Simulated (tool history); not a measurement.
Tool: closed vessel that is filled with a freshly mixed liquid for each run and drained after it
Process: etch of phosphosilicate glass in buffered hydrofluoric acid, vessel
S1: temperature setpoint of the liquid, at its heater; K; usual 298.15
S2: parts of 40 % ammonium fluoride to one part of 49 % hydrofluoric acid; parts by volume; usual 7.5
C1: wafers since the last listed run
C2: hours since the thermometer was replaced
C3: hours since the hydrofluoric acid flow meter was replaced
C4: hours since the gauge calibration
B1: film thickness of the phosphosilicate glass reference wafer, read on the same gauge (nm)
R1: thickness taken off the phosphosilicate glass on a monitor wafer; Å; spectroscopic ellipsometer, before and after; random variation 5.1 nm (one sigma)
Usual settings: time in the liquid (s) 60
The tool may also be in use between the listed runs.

{"run": 1, "hour": 0.0, "S1": 298.15, "S2": 7.5, "time in the liquid (s)": 60, "C1": 0, "C2": 240.4, "C3": 493.7, "C4": 1872, "B1": 70, "R1": 7754.3}
{"run": 2, "hour": 42.7, "S1": 298.15, "S2": 7.5, "time in the liquid (s)": 60, "C1": 3711, "C2": 283.1, "C3": 536.4, "C4": 1914.7, "B1": 69.99, "R1": 7706.6}
{"hour": 103.0, "done": "hydrofluoric acid flow meter replaced"}
{"run": 3, "hour": 104.1, "S1": 300.65, "S2": 7.5, "time in the liquid (s)": 60, "C1": 5249, "C2": 344.5, "C3": 1.1, "C4": 1976.1, "B1": 69.99, "R1": 9038.1}
{"run": 4, "hour": 142.7, "S1": 300.65, "S2": 7.5, "time in the liquid (s)": 60, "C1": 3354, "C2": 383.1, "C3": 39.7, "C4": 2014.7, "B1": 70.01, "R1": 9049.2}
{"run": 5, "hour": 215.2, "S1": 298.15, "S2": 7.5, "time in the liquid (s)": 60, "C1": 6301, "C2": 455.6, "C3": 112.2, "C4": 2087.2, "B1": 70, "R1": 7994.2}
{"run": 6, "hour": 322.7, "S1": 298.15, "S2": 7.5, "time in the liquid (s)": 60, "C1": 9343, "C2": 563.1, "C3": 219.7, "C4": 2194.7, "B1": 70, "R1": 8011.7}
{"hour": 353.0, "done": "thermometer replaced"}
{"run": 7, "hour": 642.3, "S1": 298.15, "S2": 7.5, "time in the liquid (s)": 60, "C1": 27690, "C2": 289.3, "C3": 539.3, "C4": 2514.3, "B1": 70.01, "R1": 7610.9}
{"hour": 648.8, "done": "hydrofluoric acid flow meter replaced"}
{"run": 8, "hour": 682.2, "S1": 298.15, "S2": 7.5, "time in the liquid (s)": 60, "C1": 3380, "C2": 329.2, "C3": 33.4, "C4": 2554.2, "B1": 69.99, "R1": 7724.6}
{"run": 9, "hour": 781.7, "S1": 298.15, "S2": 7.5, "time in the liquid (s)": 60, "C1": 8647, "C2": 428.7, "C3": 132.9, "C4": 2653.7, "B1": 70, "R1": 7752.5}
{"run": 10, "hour": 845.3, "S1": 301.15, "S2": 7.5, "time in the liquid (s)": 60, "C1": 5527, "C2": 492.3, "C3": 196.5, "C4": 2717.3, "B1": 69.98, "R1": 9295.9}
{"run": 11, "hour": 905.8, "S1": 298.15, "S2": 7.5, "time in the liquid (s)": 60, "C1": 5258, "C2": 552.8, "C3": 257, "C4": 2777.8, "B1": 69.99, "R1": 7884.7}
{"hour": 918.3, "done": "thermometer replaced"}
{"run": 12, "hour": 1009.9, "S1": 298.15, "S2": 7.5, "time in the liquid (s)": 60, "C1": 8960, "C2": 91.6, "C3": 361.1, "C4": 2881.9, "B1": 69.99, "R1": 7603.4}
{"hour": 1077.4, "done": "gauge calibrated"}
{"run": 13, "hour": 1095.6, "S1": 298.15, "S2": 7.5, "time in the liquid (s)": 60, "C1": 7448, "C2": 177.3, "C3": 446.8, "C4": 18.2, "B1": 69.99, "R1": 7654.3}
{"run": 14, "hour": 1175.7, "S1": 299.65, "S2": 8.5, "time in the liquid (s)": 50, "C1": 6961, "C2": 257.4, "C3": 526.9, "C4": 98.3, "B1": 69.99, "R1": 5991.6}
{"run": 15, "hour": 1281.5, "S1": 296.15, "S2": 7.5, "time in the liquid (s)": 90, "C1": 9195, "C2": 363.2, "C3": 632.7, "C4": 204.1, "B1": 69.98, "R1": 10471.4}
{"hour": 1313.0, "done": "hydrofluoric acid flow meter replaced"}
{"run": 16, "hour": 1372.0, "S1": 298.15, "S2": 7.5, "time in the liquid (s)": 35, "C1": 7778, "C2": 453.7, "C3": 59, "C4": 294.6, "B1": 70.01, "R1": 4619.1}
{"run": 17, "hour": 1415.3, "S1": 302.65, "S2": 9, "time in the liquid (s)": 90, "C1": 3763, "C2": 497, "C3": 102.3, "C4": 337.9, "B1": 70.02, "R1": 12503.7}
{"run": 18, "hour": 1486.9, "S1": 295.15, "S2": 10.5, "time in the liquid (s)": 85, "C1": 6222, "C2": 568.6, "C3": 173.9, "C4": 409.5, "B1": 69.97, "R1": 7006.7}
{"run": 19, "hour": 1538.4, "S1": 298.15, "S2": 7.5, "time in the liquid (s)": 70, "C1": 4476, "C2": 620.1, "C3": 225.4, "C4": 461, "B1": 69.98, "R1": 9348.1}
{"hour": 1562.0, "done": "thermometer replaced"}
{"run": 20, "hour": 1630.9, "S1": 298.15, "S2": 7.5, "time in the liquid (s)": 60, "C1": 7952, "C2": 68.9, "C3": 317.9, "C4": 553.5, "B1": 69.99, "R1": 7362}
{"run": 21, "hour": 1719.2, "S1": 293.65, "S2": 5, "time in the liquid (s)": 45, "C1": 7674, "C2": 157.2, "C3": 406.2, "C4": 641.8, "B1": 70, "R1": 6288.6}
{"run": 22, "hour": 1777.9, "S1": 301.15, "S2": 10, "time in the liquid (s)": 60, "C1": 5101, "C2": 215.9, "C3": 464.9, "C4": 700.5, "B1": 69.99, "R1": 6841.3}
{"run": 23, "hour": 1828.2, "S1": 295.15, "S2": 10, "time in the liquid (s)": 30, "C1": 4371, "C2": 266.2, "C3": 515.2, "C4": 750.8, "B1": 70.01, "R1": 2497.4}
{"run": 24, "hour": 1873.2, "S1": 301.15, "S2": 7.5, "time in the liquid (s)": 30, "C1": 3911, "C2": 311.2, "C3": 560.2, "C4": 795.8, "B1": 69.99, "R1": 4460.4}
{"hour": 1895.4, "done": "hydrofluoric acid flow meter replaced"}
{"run": 25, "hour": 1931.7, "S1": 298.15, "S2": 7.5, "time in the liquid (s)": 60, "C1": 4997, "C2": 369.7, "C3": 36.3, "C4": 854.3, "B1": 69.99, "R1": 7728.8}
{"run": 26, "hour": 2008.9, "S1": 298.15, "S2": 7.5, "time in the liquid (s)": 60, "C1": 6709, "C2": 446.9, "C3": 113.5, "C4": 931.5, "B1": 70, "R1": 7851.3}
{"run": 27, "hour": 2070.7, "S1": 298.15, "S2": 5.5, "time in the liquid (s)": 60, "C1": 5371, "C2": 508.7, "C3": 175.3, "C4": 993.3, "B1": 69.98, "R1": 10338}
{"run": 28, "hour": 2161.0, "S1": 298.15, "S2": 7.5, "time in the liquid (s)": 60, "C1": 7848, "C2": 599, "C3": 265.6, "C4": 1083.6, "B1": 70.01, "R1": 8012}
{"run": 29, "hour": 2203.0, "S1": 298.15, "S2": 7.5, "time in the liquid (s)": 60, "C1": 3650, "C2": 641, "C3": 307.6, "C4": 1125.6, "B1": 70, "R1": 7984.1}
{"hour": 2239.2, "done": "thermometer replaced"}
{"run": 30, "hour": 2245.3, "S1": 298.15, "S2": 7.5, "time in the liquid (s)": 60, "C1": 3589, "C2": 6.1, "C3": 349.9, "C4": 1167.9, "B1": 69.98, "R1": 7364}
{"run": 31, "hour": 2318.3, "S1": 298.15, "S2": 7.5, "time in the liquid (s)": 60, "C1": 6344, "C2": 79.1, "C3": 422.9, "C4": 1240.9, "B1": 70, "R1": 7551.1}
{"run": 32, "hour": 2369.1, "S1": 295.65, "S2": 7.5, "time in the liquid (s)": 35, "C1": 4415, "C2": 129.9, "C3": 473.7, "C4": 1291.7, "B1": 69.99, "R1": 3818.4}

How the hidden state differs across the entries between the runs, from the last listed run before each to the first after it:
Between runs 2 and 3: hydrofluoric acid flow meter replaced (hour 103)
  liquid hotter than its thermometer reads (K): 1.02 -> 1.17
  measured less the result without the state, R1: +412.4 -> +543.6 Å
Between runs 6 and 7: thermometer replaced (hour 353)
  liquid hotter than its thermometer reads (K): 1.71 -> 0.814
  measured less the result without the state, R1: +704.2 -> +325.5 Å
Between runs 7 and 8: hydrofluoric acid flow meter replaced (hour 648.8)
  liquid hotter than its thermometer reads (K): 0.814 -> 0.913
  measured less the result without the state, R1: +325.5 -> +370 Å
Between runs 11 and 12: thermometer replaced (hour 918.3)
  liquid hotter than its thermometer reads (K): 1.47 -> 0.467
  measured less the result without the state, R1: +600 -> +190.6 Å
Between runs 12 and 13: gauge calibrated (hour 1077.4)
  liquid hotter than its thermometer reads (K): 0.467 -> 0.679
  measured less the result without the state, R1: +190.6 -> +275.9 Å
Between runs 15 and 16: hydrofluoric acid flow meter replaced (hour 1313)
  liquid hotter than its thermometer reads (K): 1.14 -> 1.36
  measured less the result without the state, R1: +632.1 -> +326.3 Å
Between runs 19 and 20: thermometer replaced (hour 1562)
  liquid hotter than its thermometer reads (K): 1.78 -> 0.177
  measured less the result without the state, R1: +853.5 -> +71.3 Å
Between runs 24 and 25: hydrofluoric acid flow meter replaced (hour 1895.4)
  liquid hotter than its thermometer reads (K): 0.777 -> 0.922
  measured less the result without the state, R1: +180.3 -> +374.2 Å
Between runs 29 and 30: thermometer replaced (hour 2239.2)
  liquid hotter than its thermometer reads (K): 1.59 -> 0.0474
  measured less the result without the state, R1: +654.8 -> +19.9 Å

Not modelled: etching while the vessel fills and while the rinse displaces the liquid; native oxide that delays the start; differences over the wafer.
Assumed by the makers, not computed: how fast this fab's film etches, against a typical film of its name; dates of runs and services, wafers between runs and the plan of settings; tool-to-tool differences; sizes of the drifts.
